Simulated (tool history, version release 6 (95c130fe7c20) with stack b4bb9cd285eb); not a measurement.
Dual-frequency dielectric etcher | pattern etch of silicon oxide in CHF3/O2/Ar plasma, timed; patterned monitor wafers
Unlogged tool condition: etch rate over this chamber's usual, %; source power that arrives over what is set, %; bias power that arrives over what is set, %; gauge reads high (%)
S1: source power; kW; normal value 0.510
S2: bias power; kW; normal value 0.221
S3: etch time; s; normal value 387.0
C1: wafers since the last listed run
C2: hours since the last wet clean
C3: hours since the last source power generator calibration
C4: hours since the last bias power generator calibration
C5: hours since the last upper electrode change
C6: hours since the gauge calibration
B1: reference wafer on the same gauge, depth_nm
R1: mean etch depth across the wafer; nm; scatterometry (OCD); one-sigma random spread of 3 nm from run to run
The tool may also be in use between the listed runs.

| run | day | S1 | S2 | S3 | C1 | C2 | C3 | C4 | C5 | C6 | B1 | R1 |
|---|---|---|---|---|---|---|---|---|---|---|---|---|
| 1 | 0.000 | 0.510 | 0.221 | 387.0 | 0 | 381.8 | 2691.8 | 3741.1 | 3455.1 | 189.6 | 717.6 | 819.6 |
| 2 | 0.988 | 0.510 | 0.221 | 387.0 | 102 | 405.5 | 2715.5 | 3764.8 | 3478.8 | 213.3 | 717.0 | 825.0 |
|  | 2.562 | wet clean of the chamber |
| 3 | 2.583 | 0.510 | 0.221 | 387.0 | 61 | 0.5 | 2753.8 | 3803.1 | 3517.1 | 251.6 | 715.4 | 817.9 |
| 4 | 3.083 | 0.510 | 0.221 | 356.0 | 51 | 12.5 | 2765.8 | 3815.1 | 3529.1 | 263.6 | 715.7 | 752.5 |
| 5 | 3.829 | 0.510 | 0.221 | 387.0 | 77 | 30.4 | 2783.7 | 3833.0 | 3547.0 | 281.5 | 715.1 | 821.9 |
| 6 | 4.933 | 0.510 | 0.221 | 350.0 | 114 | 56.9 | 2810.2 | 3859.5 | 3573.5 | 308.0 | 714.9 | 741.4 |
| 7 | 5.467 | 0.510 | 0.221 | 387.0 | 55 | 69.7 | 2823.0 | 3872.3 | 3586.3 | 320.8 | 713.7 | 820.3 |
| 8 | 5.983 | 0.550 | 0.221 | 387.0 | 53 | 82.1 | 2835.4 | 3884.7 | 3598.7 | 333.2 | 713.6 | 856.1 |
| 9 | 6.529 | 0.510 | 0.221 | 387.0 | 56 | 95.2 | 2848.5 | 3897.8 | 3611.8 | 346.3 | 712.9 | 820.6 |
| 10 | 7.217 | 0.510 | 0.221 | 387.0 | 71 | 111.7 | 2865.0 | 3914.3 | 3628.3 | 362.8 | 712.4 | 821.3 |
|  | 8.875 | upper electrode replaced |
| 11 | 8.896 | 0.400 | 0.221 | 387.0 | 70 | 152.0 | 2905.3 | 3954.6 | 0.5 | 403.1 | 711.7 | 701.5 |
| 12 | 9.129 | 0.590 | 0.192 | 475.5 | 24 | 157.6 | 2910.9 | 3960.2 | 6.1 | 408.7 | 711.2 | 1050.9 |
| 13 | 9.667 | 0.430 | 0.192 | 308.5 | 55 | 170.5 | 2923.8 | 3973.1 | 19.0 | 421.6 | 711.0 | 557.8 |
| 14 | 10.188 | 0.580 | 0.221 | 286.5 | 54 | 183.0 | 2936.3 | 3985.6 | 31.5 | 434.1 | 711.0 | 646.6 |
|  | 10.888 | gauge calibrated |
| 15 | 11.596 | 0.510 | 0.221 | 387.0 | 146 | 216.8 | 2970.1 | 4019.4 | 65.3 | 17.0 | 720.4 | 826.0 |
| 16 | 12.379 | 0.510 | 0.221 | 310.0 | 81 | 235.6 | 2988.9 | 4038.2 | 84.1 | 35.8 | 719.3 | 663.9 |
| 17 | 13.767 | 0.470 | 0.221 | 296.5 | 143 | 268.9 | 3022.2 | 4071.5 | 117.4 | 69.1 | 718.9 | 600.5 |
|  | 15.217 | source power generator calibrated |
| 18 | 15.238 | 0.510 | 0.221 | 387.0 | 135 | 304.2 | 0.5 | 4106.8 | 152.7 | 104.4 | 718.1 | 820.6 |
|  | 16.446 | bias power generator calibrated |
| 19 | 16.467 | 0.510 | 0.221 | 387.0 | 110 | 333.7 | 30.0 | 0.5 | 182.2 | 133.9 | 717.1 | 823.8 |
| 20 | 17.367 | 0.510 | 0.238 | 487.5 | 93 | 355.3 | 51.6 | 22.1 | 203.8 | 155.5 | 716.0 | 1057.8 |
| 21 | 18.629 | 0.510 | 0.221 | 387.0 | 130 | 385.6 | 81.9 | 52.4 | 234.1 | 185.8 | 715.7 | 818.9 |
| 22 | 19.212 | 0.460 | 0.221 | 316.5 | 60 | 399.6 | 95.9 | 66.4 | 248.1 | 199.8 | 715.3 | 632.4 |
| 23 | 20.596 | 0.620 | 0.221 | 344.5 | 143 | 432.8 | 129.1 | 99.6 | 281.3 | 233.0 | 714.0 | 813.0 |
| 24 | 21.267 | 0.460 | 0.221 | 497.0 | 69 | 448.9 | 145.2 | 115.7 | 297.4 | 249.1 | 713.7 | 976.8 |
| 25 | 21.896 | 0.550 | 0.221 | 387.0 | 65 | 464.0 | 160.3 | 130.8 | 312.5 | 264.2 | 713.1 | 855.7 |
|  | 23.283 | wet clean of the chamber |
| 26 | 23.304 | 0.610 | 0.269 | 279.5 | 42 | 0.5 | 194.1 | 164.6 | 346.3 | 298.0 | 712.2 | 691.9 |
| 27 | 23.362 | 0.380 | 0.237 | 313.5 | 6 | 1.9 | 195.5 | 166.0 | 347.7 | 299.4 | 711.9 | 555.2 |
| 28 | 24.517 | 0.510 | 0.221 | 387.0 | 119 | 29.6 | 223.2 | 193.7 | 375.4 | 327.1 | 711.2 | 815.7 |
| 29 | 25.167 | 0.390 | 0.252 | 350.0 | 67 | 45.2 | 238.8 | 209.3 | 391.0 | 342.7 | 710.7 | 640.3 |
| 30 | 26.217 | 0.430 | 0.207 | 355.5 | 108 | 70.4 | 264.0 | 234.5 | 416.2 | 367.9 | 710.2 | 657.5 |
| 31 | 26.854 | 0.510 | 0.221 | 387.0 | 66 | 85.7 | 279.3 | 249.8 | 431.5 | 383.2 | 710.1 | 812.3 |

Consider 3 possible next runs. They are alternatives, not a sequence: every one starts from the tool as it was left by run 31. What does each give?
| A | 26.875 | 0.510 | 0.221 | 387.0 | 2 | 86.2 | 279.8 | 250.3 | 432.0 | 383.7 | ? | ? |
| B | 26.875 | 0.640 | 0.194 | 339.0 | 2 | 86.2 | 279.8 | 250.3 | 432.0 | 383.7 | ? | ? |
| C | 26.875 | 0.510 | 0.273 | 332.5 | 2 | 86.2 | 279.8 | 250.3 | 432.0 | 383.7 | ? | ? |

| run | B1 | R1 |
|---|---|---|
| A | 709.3 | 813.2 |
| B | 709.3 | 780.5 |
| C | 709.3 | 746.3 |
The same runs, with their run-to-run variation unchanged, on a tool lacking any hidden condition would have given:
| run | R1 |
|---|---|
| A | 825.0 |
| B | 791.8 |
| C | 757.1 |
